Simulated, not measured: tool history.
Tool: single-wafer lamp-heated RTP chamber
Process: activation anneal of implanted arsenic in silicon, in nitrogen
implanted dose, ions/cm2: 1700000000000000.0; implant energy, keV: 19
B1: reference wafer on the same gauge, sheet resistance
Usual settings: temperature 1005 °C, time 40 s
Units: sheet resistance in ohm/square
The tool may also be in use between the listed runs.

run 1 day=0 | temperature=1022 time=55 | B1=83.09 | sheet_resistance=79.33
run 2 day=2.654 | temperature=1022 time=55 | B1=83.18 | sheet_resistance=77.6
run 3 day=5.175 | temperature=1005 time=40 | B1=82.94 | sheet_resistance=87
-- day=6.942 gauge calibrated
run 4 day=7.825 | temperature=1005 time=40 | B1=83.07 | sheet_resistance=87.04
-- day=9.075 reflector plate cleaned
run 5 day=9.096 | temperature=1005 time=40 | B1=83.18 | sheet_resistance=86.14
run 6 day=10.854 | temperature=1005 time=40 | B1=83.16 | sheet_resistance=86.84
run 7 day=11.858 | temperature=1005 time=40 | B1=83.04 | sheet_resistance=87.01
run 8 day=14.088 | temperature=1005 time=40 | B1=82.95 | sheet_resistance=86.07
-- day=14.662 pyrometer window cleaned and pyrometer calibrated
run 9 day=16.529 | temperature=1005 time=40 | B1=83.05 | sheet_resistance=90.03
run 10 day=18.721 | temperature=1005 time=40 | B1=83.12 | sheet_resistance=88.87
run 11 day=20.688 | temperature=1005 time=40 | B1=83.15 | sheet_resistance=87.52
run 12 day=22.75 | temperature=990 time=33 | B1=83.06 | sheet_resistance=95.86
run 13 day=24.354 | temperature=1005 time=40 | B1=83.18 | sheet_resistance=86.59
-- day=26.596 reflector plate cleaned
run 14 day=27.462 | temperature=1005 time=40 | B1=83.16 | sheet_resistance=87.12
run 15 day=30.308 | temperature=997 time=40 | B1=83.2 | sheet_resistance=89.27
-- day=31.179 pyrometer window cleaned and pyrometer calibrated
run 16 day=33.083 | temperature=997 time=40 | B1=83.07 | sheet_resistance=93.5
run 17 day=36.075 | temperature=1005 time=40 | B1=83.17 | sheet_resistance=88.55
run 18 day=38.575 | temperature=1005 time=58 | B1=82.98 | sheet_resistance=81.83
run 19 day=39.621 | temperature=987 time=60 | B1=82.95 | sheet_resistance=88.71
run 20 day=43.708 | temperature=1005 time=17 | B1=83.05 | sheet_resistance=100.69
-- day=44.542 reflector plate cleaned
run 21 day=45.508 | temperature=989 time=26 | B1=83.12 | sheet_resistance=100.08
run 22 day=47.242 | temperature=1005 time=40 | B1=82.96 | sheet_resistance=86.81
-- day=47.642 pyrometer window cleaned and pyrometer calibrated
run 23 day=49.033 | temperature=996 time=30 | B1=83.16 | sheet_resistance=100.02
run 24 day=50.167 | temperature=1035 time=40 | B1=83.16 | sheet_resistance=78.13
run 25 day=51.675 | temperature=1005 time=40 | B1=83.14 | sheet_resistance=88.96
run 26 day=53.329 | temperature=1005 time=40 | B1=83.15 | sheet_resistance=87.83
run 27 day=55.629 | temperature=1025 time=31 | B1=83.06 | sheet_resistance=82.71
run 28 day=57.7 | temperature=980 time=26 | B1=83.06 | sheet_resistance=105.02
run 29 day=59.042 | temperature=1005 time=40 | B1=83.06 | sheet_resistance=87.03
run 30 day=61.696 | temperature=1029 time=28 | B1=83.15 | sheet_resistance=82.9
-- day=62.196 pyrometer window cleaned and pyrometer calibrated
-- day=63.729 gauge calibrated
-- day=65.454 reflector plate cleaned
run 31 day=70.117 | temperature=1005 time=24 | B1=83.01 | sheet_resistance=95.55
run 32 day=71.796 | temperature=1033 time=40 | B1=83.18 | sheet_resistance=76.71
run 33 day=73.821 | temperature=1013 time=54 | B1=83.01 | sheet_resistance=79.39
run 34 day=75.229 | temperature=1005 time=47 | B1=83.1 | sheet_resistance=85.2

Run 35 comes next. What will it give?
-- day=80.196 pyrometer window cleaned and pyrometer calibrated
run 35 day=84.1 | temperature=997 time=40 | B1=? | sheet_resistance=?

B1: 83.07
sheet resistance: 91.99 ohm/square
Without the tool's hidden state the same run would have given sheet resistance 95.14 ohm/square.
